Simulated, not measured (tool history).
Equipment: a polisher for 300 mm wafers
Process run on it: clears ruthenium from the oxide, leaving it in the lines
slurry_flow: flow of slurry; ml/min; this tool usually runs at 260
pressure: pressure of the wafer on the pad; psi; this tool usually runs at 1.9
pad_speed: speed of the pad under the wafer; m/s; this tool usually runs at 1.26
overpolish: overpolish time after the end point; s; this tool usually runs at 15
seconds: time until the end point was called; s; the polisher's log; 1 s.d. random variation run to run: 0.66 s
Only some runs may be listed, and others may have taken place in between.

run	hour	slurry_flow	pressure	pad_speed	overpolish	incoming thickness of the incoming film, nm	seconds
1	0	260	1.9	1.26	15	100.3	83.3
2	6.1	260	1.9	1.26	15	98.6	79.5
# hour 11.5: worn pad replaced by a new one
3	16.9	260	1.9	1.26	15	100.7	78.3
4	24.5	260	2.3	1.26	15	100.8	67.2
5	32.5	260	2.3	1.26	15	100.9	68.5
6	50	260	1.9	1.26	15	100.1	80.3
# hour 53.6: slurry nozzle cleaned
# hour 61: head pressure recalibrated
7	64	260	1.9	1.26	15	99.6	81.9
8	72.9	260	1.9	1.26	15	100.5	82.1
# hour 78: worn pad replaced by a new one
9	83.8	235	1.9	1.26	15	101.3	80.1
10	101.2	260	1.4	1.04	19	99.6	119.1

What will run 11 give?
11	110	260	1.9	1.26	15	99.1	?

{"run 11": {"seconds": 78.6}}
Minus the tool's unlogged condition, the same run would have read seconds 75.9 s.
